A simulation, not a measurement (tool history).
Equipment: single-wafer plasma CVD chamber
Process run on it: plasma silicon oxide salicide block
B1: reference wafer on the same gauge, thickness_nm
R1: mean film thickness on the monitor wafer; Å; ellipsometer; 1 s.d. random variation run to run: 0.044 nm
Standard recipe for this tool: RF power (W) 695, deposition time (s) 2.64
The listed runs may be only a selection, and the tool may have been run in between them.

run 1 hour=0 | RF_power_(W)=665 deposition_time_(s)=2.64 | B1=23.61 | R1=288.73
run 2 hour=16.9 | RF_power_(W)=665 deposition_time_(s)=2.64 | B1=23.601 | R1=289.48
run 3 hour=26.3 | RF_power_(W)=665 deposition_time_(s)=2.64 | B1=23.614 | R1=288.37
run 4 hour=35 | RF_power_(W)=695 deposition_time_(s)=2.38 | B1=23.593 | R1=263.91
run 5 hour=43 | RF_power_(W)=695 deposition_time_(s)=2.64 | B1=23.592 | R1=291.77
run 6 hour=57 | RF_power_(W)=695 deposition_time_(s)=2.64 | B1=23.589 | R1=292.02
run 7 hour=66.3 | RF_power_(W)=610 deposition_time_(s)=2.64 | B1=23.598 | R1=282.46
run 8 hour=81.5 | RF_power_(W)=610 deposition_time_(s)=2.64 | B1=23.58 | R1=283.2
run 9 hour=94.7 | RF_power_(W)=695 deposition_time_(s)=2.64 | B1=23.586 | R1=292.29
run 10 hour=111.9 | RF_power_(W)=695 deposition_time_(s)=2.64 | B1=23.614 | R1=291.48
run 11 hour=126.3 | RF_power_(W)=695 deposition_time_(s)=2.64 | B1=23.592 | R1=291.65
-- hour=175.8 showerhead replaced
run 12 hour=176.3 | RF_power_(W)=695 deposition_time_(s)=2.64 | B1=23.598 | R1=291.75
run 13 hour=186.4 | RF_power_(W)=695 deposition_time_(s)=2.64 | B1=23.606 | R1=291.58
run 14 hour=196 | RF_power_(W)=695 deposition_time_(s)=2.64 | B1=23.602 | R1=291.68
run 15 hour=202.6 | RF_power_(W)=695 deposition_time_(s)=2.64 | B1=23.605 | R1=292.45
run 16 hour=219.8 | RF_power_(W)=695 deposition_time_(s)=2.64 | B1=23.611 | R1=291.33
run 17 hour=229.7 | RF_power_(W)=695 deposition_time_(s)=2.5 | B1=23.613 | R1=276.63
run 18 hour=240.8 | RF_power_(W)=695 deposition_time_(s)=2.5 | B1=23.61 | R1=276.49
run 19 hour=249.7 | RF_power_(W)=695 deposition_time_(s)=2.5 | B1=23.597 | R1=276.83
run 20 hour=265.4 | RF_power_(W)=810 deposition_time_(s)=2.91 | B1=23.594 | R1=334.94
run 21 hour=278.2 | RF_power_(W)=555 deposition_time_(s)=2.91 | B1=23.611 | R1=305.5
-- hour=282.2 gauge calibrated
run 22 hour=293.3 | RF_power_(W)=795 deposition_time_(s)=2.5 | B1=23.612 | R1=285.85
run 23 hour=304.3 | RF_power_(W)=695 deposition_time_(s)=2.64 | B1=23.612 | R1=291.81
run 24 hour=320.1 | RF_power_(W)=695 deposition_time_(s)=2.64 | B1=23.593 | R1=291.86
run 25 hour=332.1 | RF_power_(W)=610 deposition_time_(s)=2.46 | B1=23.601 | R1=263.66
run 26 hour=349.9 | RF_power_(W)=695 deposition_time_(s)=2.64 | B1=23.614 | R1=292.4
run 27 hour=366.5 | RF_power_(W)=625 deposition_time_(s)=3.01 | B1=23.602 | R1=324.12
run 28 hour=381.5 | RF_power_(W)=605 deposition_time_(s)=2.64 | B1=23.601 | R1=282.82
run 29 hour=391.9 | RF_power_(W)=745 deposition_time_(s)=2.28 | B1=23.599 | R1=256.42
run 30 hour=403.5 | RF_power_(W)=695 deposition_time_(s)=2.64 | B1=23.61 | R1=291.74
-- hour=412.7 RF generator calibrated
run 31 hour=418.2 | RF_power_(W)=695 deposition_time_(s)=2.64 | B1=23.598 | R1=291.94
run 32 hour=428 | RF_power_(W)=695 deposition_time_(s)=2.17 | B1=23.596 | R1=239.79
run 33 hour=439.3 | RF_power_(W)=820 deposition_time_(s)=2.12 | B1=23.606 | R1=243.69
run 34 hour=449.3 | RF_power_(W)=600 deposition_time_(s)=2.22 | B1=23.598 | R1=237.21
run 35 hour=466.1 | RF_power_(W)=620 deposition_time_(s)=2.3 | B1=23.616 | R1=247.91
run 36 hour=473.5 | RF_power_(W)=765 deposition_time_(s)=2.12 | B1=23.6 | R1=240.29
run 37 hour=503 | RF_power_(W)=695 deposition_time_(s)=2.64 | B1=23.612 | R1=292.59
run 38 hour=514 | RF_power_(W)=585 deposition_time_(s)=2.97 | B1=23.594 | R1=314.96
run 39 hour=527.7 | RF_power_(W)=695 deposition_time_(s)=2.39 | B1=23.6 | R1=263.54

Forecast each of these 4 alternatives for the next run:
run A hour=528.1 | RF_power_(W)=695 deposition_time_(s)=2.64 | B1=? | R1=?
run B hour=528.1 | RF_power_(W)=745 deposition_time_(s)=2.15 | B1=? | R1=?
run C hour=528.1 | RF_power_(W)=785 deposition_time_(s)=2.2 | B1=? | R1=?
run D hour=528.1 | RF_power_(W)=645 deposition_time_(s)=3.1 | B1=? | R1=?

run=A B1=23.587 R1=291.95
run=B B1=23.587 R1=241.75
run=C B1=23.587 R1=250.52
run=D B1=23.587 R1=336.84
With no hidden state in the tool, these same runs would have given:
run=A R1=291.95
run=B R1=241.75
run=C R1=250.52
run=D R1=336.84
